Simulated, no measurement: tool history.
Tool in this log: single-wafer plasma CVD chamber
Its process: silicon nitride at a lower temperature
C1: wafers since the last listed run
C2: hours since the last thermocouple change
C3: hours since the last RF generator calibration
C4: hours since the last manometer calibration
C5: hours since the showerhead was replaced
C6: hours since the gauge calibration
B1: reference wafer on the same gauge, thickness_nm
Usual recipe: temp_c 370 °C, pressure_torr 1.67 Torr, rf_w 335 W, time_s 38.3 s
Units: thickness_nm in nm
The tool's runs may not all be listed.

{"run": 1, "day": 0.0, "temp_c": 370, "pressure_torr": 1.85, "rf_w": 335, "time_s": 38.3, "C1": 0, "C2": 1643.2, "C3": 358.1, "C4": 1768.6, "C5": 2751.0, "C6": 600.5, "B1": 61.161, "thickness_nm": 57.852}
{"run": 2, "day": 5.842, "temp_c": 370, "pressure_torr": 1.85, "rf_w": 335, "time_s": 38.3, "C1": 2118, "C2": 1783.4, "C3": 498.3, "C4": 1908.8, "C5": 2891.2, "C6": 740.7, "B1": 61.205, "thickness_nm": 57.694}
{"run": 3, "day": 6.925, "temp_c": 370, "pressure_torr": 1.67, "rf_w": 335, "time_s": 38.3, "C1": 392, "C2": 1809.4, "C3": 524.3, "C4": 1934.8, "C5": 2917.2, "C6": 766.7, "B1": 61.227, "thickness_nm": 55.789}
{"run": 4, "day": 9.888, "temp_c": 376, "pressure_torr": 1.67, "rf_w": 335, "time_s": 38.3, "C1": 1074, "C2": 1880.5, "C3": 595.4, "C4": 2005.9, "C5": 2988.3, "C6": 837.8, "B1": 61.246, "thickness_nm": 55.962}
{"run": 5, "day": 11.179, "temp_c": 370, "pressure_torr": 1.67, "rf_w": 335, "time_s": 38.3, "C1": 468, "C2": 1911.5, "C3": 626.4, "C4": 2036.9, "C5": 3019.3, "C6": 868.8, "B1": 61.295, "thickness_nm": 55.937}
{"run": 6, "day": 13.767, "temp_c": 370, "pressure_torr": 1.67, "rf_w": 335, "time_s": 38.3, "C1": 938, "C2": 1973.6, "C3": 688.5, "C4": 2099.0, "C5": 3081.4, "C6": 930.9, "B1": 61.292, "thickness_nm": 56.19}
{"run": 7, "day": 14.983, "temp_c": 370, "pressure_torr": 1.67, "rf_w": 335, "time_s": 38.3, "C1": 441, "C2": 2002.8, "C3": 717.7, "C4": 2128.2, "C5": 3110.6, "C6": 960.1, "B1": 61.311, "thickness_nm": 55.966}
{"run": 8, "day": 16.783, "temp_c": 370, "pressure_torr": 1.67, "rf_w": 335, "time_s": 38.3, "C1": 652, "C2": 2046.0, "C3": 760.9, "C4": 2171.4, "C5": 3153.8, "C6": 1003.3, "B1": 61.28, "thickness_nm": 55.969}
{"run": 9, "day": 18.896, "temp_c": 370, "pressure_torr": 1.67, "rf_w": 335, "time_s": 38.3, "C1": 766, "C2": 2096.7, "C3": 811.6, "C4": 2222.1, "C5": 3204.5, "C6": 1054.0, "B1": 61.324, "thickness_nm": 56.173}
{"run": 10, "day": 21.375, "temp_c": 370, "pressure_torr": 1.67, "rf_w": 305, "time_s": 38.3, "C1": 899, "C2": 2156.2, "C3": 871.1, "C4": 2281.6, "C5": 3264.0, "C6": 1113.5, "B1": 61.391, "thickness_nm": 52.99}
{"day": 23.104, "done": "RF generator calibrated"}
{"run": 11, "day": 24.725, "temp_c": 370, "pressure_torr": 1.67, "rf_w": 305, "time_s": 38.3, "C1": 1094, "C2": 2236.6, "C3": 38.9, "C4": 2362.0, "C5": 3344.4, "C6": 1193.9, "B1": 61.367, "thickness_nm": 52.932}
{"run": 12, "day": 26.367, "temp_c": 370, "pressure_torr": 1.67, "rf_w": 335, "time_s": 38.3, "C1": 595, "C2": 2276.0, "C3": 78.3, "C4": 2401.4, "C5": 3383.8, "C6": 1233.3, "B1": 61.357, "thickness_nm": 56.289}
{"run": 13, "day": 27.438, "temp_c": 370, "pressure_torr": 1.67, "rf_w": 335, "time_s": 38.3, "C1": 388, "C2": 2301.7, "C3": 104.0, "C4": 2427.1, "C5": 3409.5, "C6": 1259.0, "B1": 61.378, "thickness_nm": 56.25}
{"run": 14, "day": 28.896, "temp_c": 370, "pressure_torr": 1.67, "rf_w": 335, "time_s": 38.3, "C1": 528, "C2": 2336.7, "C3": 139.0, "C4": 2462.1, "C5": 3444.5, "C6": 1294.0, "B1": 61.402, "thickness_nm": 56.118}
{"run": 15, "day": 31.742, "temp_c": 356, "pressure_torr": 1.49, "rf_w": 395, "time_s": 38.3, "C1": 1032, "C2": 2405.0, "C3": 207.3, "C4": 2530.4, "C5": 3512.8, "C6": 1362.3, "B1": 61.369, "thickness_nm": 59.6}
{"run": 16, "day": 33.042, "temp_c": 370, "pressure_torr": 1.67, "rf_w": 335, "time_s": 32.3, "C1": 471, "C2": 2436.2, "C3": 238.5, "C4": 2561.6, "C5": 3544.0, "C6": 1393.5, "B1": 61.401, "thickness_nm": 47.447}
{"run": 17, "day": 34.683, "temp_c": 370, "pressure_torr": 1.67, "rf_w": 335, "time_s": 38.3, "C1": 595, "C2": 2475.6, "C3": 277.9, "C4": 2601.0, "C5": 3583.4, "C6": 1432.9, "B1": 61.43, "thickness_nm": 56.056}
{"day": 35.312, "done": "capacitance manometer re-zeroed and calibrated"}
{"run": 18, "day": 36.675, "temp_c": 370, "pressure_torr": 1.67, "rf_w": 335, "time_s": 38.3, "C1": 601, "C2": 2523.4, "C3": 325.7, "C4": 32.7, "C5": 3631.2, "C6": 1480.7, "B1": 61.399, "thickness_nm": 56.115}
{"day": 37.604, "done": "showerhead replaced"}
{"day": 39.383, "done": "gauge calibrated"}
{"run": 19, "day": 39.392, "temp_c": 370, "pressure_torr": 2.03, "rf_w": 335, "time_s": 38.3, "C1": 864, "C2": 2588.6, "C3": 390.9, "C4": 97.9, "C5": 42.9, "C6": 0.2, "B1": 60.537, "thickness_nm": 58.461}
{"day": 41.412, "done": "thermocouple changed; heater temperature recalibrated"}
{"run": 20, "day": 43.204, "temp_c": 370, "pressure_torr": 1.67, "rf_w": 335, "time_s": 38.3, "C1": 1262, "C2": 43.0, "C3": 482.4, "C4": 189.4, "C5": 134.4, "C6": 91.7, "B1": 60.751, "thickness_nm": 55.829}
{"run": 21, "day": 44.571, "temp_c": 370, "pressure_torr": 1.93, "rf_w": 290, "time_s": 38.3, "C1": 495, "C2": 75.8, "C3": 515.2, "C4": 222.2, "C5": 167.2, "C6": 124.5, "B1": 60.807, "thickness_nm": 53.385}
{"run": 22, "day": 46.342, "temp_c": 370, "pressure_torr": 1.67, "rf_w": 335, "time_s": 38.3, "C1": 642, "C2": 118.3, "C3": 557.7, "C4": 264.7, "C5": 209.7, "C6": 167.0, "B1": 60.881, "thickness_nm": 55.724}
{"run": 23, "day": 51.083, "temp_c": 365, "pressure_torr": 1.67, "rf_w": 335, "time_s": 34.9, "C1": 1719, "C2": 232.1, "C3": 671.5, "C4": 378.5, "C5": 323.5, "C6": 280.8, "B1": 61.061, "thickness_nm": 50.934}
{"run": 24, "day": 53.829, "temp_c": 359, "pressure_torr": 1.55, "rf_w": 295, "time_s": 31.0, "C1": 996, "C2": 298.0, "C3": 737.4, "C4": 444.4, "C5": 389.4, "C6": 346.7, "B1": 61.115, "thickness_nm": 41.396}
{"run": 25, "day": 55.275, "temp_c": 370, "pressure_torr": 1.67, "rf_w": 295, "time_s": 38.3, "C1": 524, "C2": 332.7, "C3": 772.1, "C4": 479.1, "C5": 424.1, "C6": 381.4, "B1": 61.142, "thickness_nm": 51.741}
{"run": 26, "day": 59.671, "temp_c": 370, "pressure_torr": 1.44, "rf_w": 400, "time_s": 38.3, "C1": 1594, "C2": 438.2, "C3": 877.6, "C4": 584.6, "C5": 529.6, "C6": 486.9, "B1": 61.22, "thickness_nm": 59.087}

Hidden state or all else? Some run-to-run changes of thickness_nm, split into what the settings, what came in and random variation would give without the hidden state, and what is left for the hidden state (with any gauge scatter that isn't in both results):
The hidden state here: wafer temperature above the value expected at the setpoint (K); delivered RF power above the setpoint (%); true pressure above the setpoint (%); gauge reads high (%).
Run 15 -> 16: temp_c 356 -> 370, pressure_torr 1.49 -> 1.67, rf_w 395 -> 335, time_s 38.3 -> 32.3. thickness_nm -12.153 nm: hidden state -0.174, all else -11.979.
Run 18 -> 19: pressure_torr 1.67 -> 2.03, showerhead replaced, gauge calibrated. thickness_nm +2.346 nm: hidden state -0.780, all else +3.126.
Run 24 -> 25: temp_c 359 -> 370, pressure_torr 1.55 -> 1.67, time_s 31.0 -> 38.3. thickness_nm +10.345 nm: hidden state +0.135, all else +10.210.
